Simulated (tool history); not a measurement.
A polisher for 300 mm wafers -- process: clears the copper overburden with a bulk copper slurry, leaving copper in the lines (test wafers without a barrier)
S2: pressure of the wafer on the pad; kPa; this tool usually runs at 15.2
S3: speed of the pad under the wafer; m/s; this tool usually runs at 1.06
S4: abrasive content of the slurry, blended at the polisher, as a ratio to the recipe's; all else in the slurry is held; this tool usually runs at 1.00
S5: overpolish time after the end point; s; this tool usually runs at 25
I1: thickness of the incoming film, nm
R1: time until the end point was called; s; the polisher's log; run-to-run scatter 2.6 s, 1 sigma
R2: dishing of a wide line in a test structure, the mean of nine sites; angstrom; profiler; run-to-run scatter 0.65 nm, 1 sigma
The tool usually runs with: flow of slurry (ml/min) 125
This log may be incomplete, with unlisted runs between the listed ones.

{"run": 1, "hour": 0.0, "flow of slurry (ml/min)": 125, "S2": 15.2, "S3": 1.06, "S4": 1.0, "S5": 25, "I1": 1060.4, "R1": 167.7, "R2": 502}
{"hour": 19.7, "done": "slurry blender recalibrated"}
{"run": 2, "hour": 20.5, "flow of slurry (ml/min)": 125, "S2": 15.2, "S3": 1.06, "S4": 1.0, "S5": 25, "I1": 1090.5, "R1": 172.3, "R2": 508}
{"run": 3, "hour": 47.7, "flow of slurry (ml/min)": 105, "S2": 15.2, "S3": 1.06, "S4": 1.0, "S5": 25, "I1": 1091.7, "R1": 177.9, "R2": 511}
{"hour": 59.1, "done": "worn pad replaced by a new one"}
{"run": 4, "hour": 72.3, "flow of slurry (ml/min)": 105, "S2": 15.2, "S3": 1.06, "S4": 1.0, "S5": 25, "I1": 1098.5, "R1": 163.8, "R2": 521}
{"run": 5, "hour": 95.0, "flow of slurry (ml/min)": 105, "S2": 15.2, "S3": 1.06, "S4": 1.0, "S5": 25, "I1": 1103.1, "R1": 175.7, "R2": 523}
{"run": 6, "hour": 125.5, "flow of slurry (ml/min)": 125, "S2": 15.2, "S3": 1.06, "S4": 1.0, "S5": 25, "I1": 1081.3, "R1": 168.3, "R2": 510}
{"run": 7, "hour": 205.8, "flow of slurry (ml/min)": 125, "S2": 16.5, "S3": 1.06, "S4": 1.0, "S5": 25, "I1": 1079.8, "R1": 153.7, "R2": 521}
{"hour": 209.3, "done": "slurry blender recalibrated"}
{"hour": 234.6, "done": "head pressure recalibrated"}
{"hour": 236.6, "done": "slurry nozzle cleaned"}
{"run": 8, "hour": 237.1, "flow of slurry (ml/min)": 125, "S2": 15.2, "S3": 1.06, "S4": 1.0, "S5": 25, "I1": 1088.8, "R1": 172.7, "R2": 498}
{"hour": 241.7, "done": "worn pad replaced by a new one"}
{"run": 9, "hour": 253.0, "flow of slurry (ml/min)": 125, "S2": 15.2, "S3": 1.06, "S4": 1.0, "S5": 25, "I1": 1108.4, "R1": 164.0, "R2": 509}
{"run": 10, "hour": 288.9, "flow of slurry (ml/min)": 125, "S2": 15.2, "S3": 1.06, "S4": 1.0, "S5": 25, "I1": 1096.1, "R1": 171.1, "R2": 518}
{"run": 11, "hour": 311.0, "flow of slurry (ml/min)": 125, "S2": 15.2, "S3": 1.28, "S4": 1.0, "S5": 25, "I1": 1089.4, "R1": 144.1, "R2": 525}
{"run": 12, "hour": 324.3, "flow of slurry (ml/min)": 125, "S2": 15.2, "S3": 1.06, "S4": 0.8, "S5": 25, "I1": 1099.7, "R1": 185.9, "R2": 488}
{"run": 13, "hour": 340.3, "flow of slurry (ml/min)": 150, "S2": 15.2, "S3": 1.06, "S4": 0.8, "S5": 16, "I1": 1107.4, "R1": 184.3, "R2": 431}
{"run": 14, "hour": 354.9, "flow of slurry (ml/min)": 125, "S2": 15.2, "S3": 1.06, "S4": 1.0, "S5": 25, "I1": 1100.0, "R1": 174.3, "R2": 511}
{"run": 15, "hour": 367.0, "flow of slurry (ml/min)": 125, "S2": 17.9, "S3": 1.3, "S4": 1.1, "S5": 35, "I1": 1078.5, "R1": 115.5, "R2": 588}
{"run": 16, "hour": 396.4, "flow of slurry (ml/min)": 125, "S2": 15.2, "S3": 1.06, "S4": 1.0, "S5": 25, "I1": 1097.2, "R1": 182.0, "R2": 507}
{"run": 17, "hour": 423.9, "flow of slurry (ml/min)": 125, "S2": 15.2, "S3": 1.06, "S4": 1.0, "S5": 25, "I1": 1074.7, "R1": 178.7, "R2": 514}
{"hour": 436.6, "done": "worn pad replaced by a new one"}
{"run": 18, "hour": 443.5, "flow of slurry (ml/min)": 125, "S2": 15.2, "S3": 0.7, "S4": 1.0, "S5": 25, "I1": 1098.6, "R1": 238.9, "R2": 451}
{"hour": 450.6, "done": "slurry blender recalibrated"}
{"run": 19, "hour": 475.1, "flow of slurry (ml/min)": 125, "S2": 11.0, "S3": 0.92, "S4": 1.0, "S5": 25, "I1": 1099.4, "R1": 262.0, "R2": 417}
{"run": 20, "hour": 487.3, "flow of slurry (ml/min)": 125, "S2": 13.8, "S3": 1.06, "S4": 1.2, "S5": 25, "I1": 1087.3, "R1": 178.5, "R2": 497}
{"run": 21, "hour": 507.2, "flow of slurry (ml/min)": 125, "S2": 15.2, "S3": 1.06, "S4": 1.0, "S5": 25, "I1": 1083.6, "R1": 169.6, "R2": 504}
{"run": 22, "hour": 542.6, "flow of slurry (ml/min)": 125, "S2": 12.4, "S3": 1.06, "S4": 1.0, "S5": 25, "I1": 1090.7, "R1": 219.1, "R2": 457}
{"run": 23, "hour": 557.9, "flow of slurry (ml/min)": 125, "S2": 19.3, "S3": 1.06, "S4": 1.0, "S5": 25, "I1": 1078.5, "R1": 137.7, "R2": 552}
{"run": 24, "hour": 576.4, "flow of slurry (ml/min)": 125, "S2": 16.5, "S3": 1.06, "S4": 1.0, "S5": 25, "I1": 1081.9, "R1": 161.6, "R2": 524}
{"hour": 591.3, "done": "worn pad replaced by a new one"}
{"run": 25, "hour": 639.1, "flow of slurry (ml/min)": 125, "S2": 15.2, "S3": 0.84, "S4": 1.25, "S5": 36, "I1": 1101.7, "R1": 202.8, "R2": 539}
{"run": 26, "hour": 654.7, "flow of slurry (ml/min)": 95, "S2": 15.2, "S3": 1.06, "S4": 1.0, "S5": 25, "I1": 1096.0, "R1": 178.4, "R2": 501}
{"hour": 662.9, "done": "slurry blender recalibrated"}
{"run": 27, "hour": 684.9, "flow of slurry (ml/min)": 125, "S2": 15.2, "S3": 1.06, "S4": 1.0, "S5": 25, "I1": 1091.6, "R1": 173.5, "R2": 506}

Same runs, no hidden state in the tool, same run-to-run variation:
Hidden state at play: removal rate lost through wear of the pad, %; slurry flow missing at the pad, %; deviation of the head's pressure from its setpoint, %; abrasive missing from the slurry, %.
run=1 R1=149.1 R2=517
run=2 R1=152.4 R2=525
run=3 R1=156.6 R2=530
run=4 R1=157.7 R2=526
run=5 R1=163.5 R2=533
run=6 R1=152.0 R2=523
run=7 R1=134.1 R2=539
run=8 R1=149.9 R2=517
run=9 R1=158.0 R2=514
run=10 R1=156.7 R2=530
run=11 R1=129.4 R2=536
run=12 R1=165.5 R2=505
run=13 R1=162.7 R2=457
run=14 R1=152.9 R2=529
run=15 R1=100.9 R2=592
run=16 R1=158.0 R2=526
run=17 R1=154.5 R2=535
run=18 R1=231.7 R2=456
run=19 R1=241.9 R2=431
run=20 R1=162.7 R2=510
run=21 R1=151.9 R2=518
run=22 R1=192.5 R2=477
run=23 R1=120.3 R2=567
run=24 R1=140.5 R2=543
run=25 R1=186.2 R2=548
run=26 R1=161.4 R2=515
run=27 R1=154.1 R2=522

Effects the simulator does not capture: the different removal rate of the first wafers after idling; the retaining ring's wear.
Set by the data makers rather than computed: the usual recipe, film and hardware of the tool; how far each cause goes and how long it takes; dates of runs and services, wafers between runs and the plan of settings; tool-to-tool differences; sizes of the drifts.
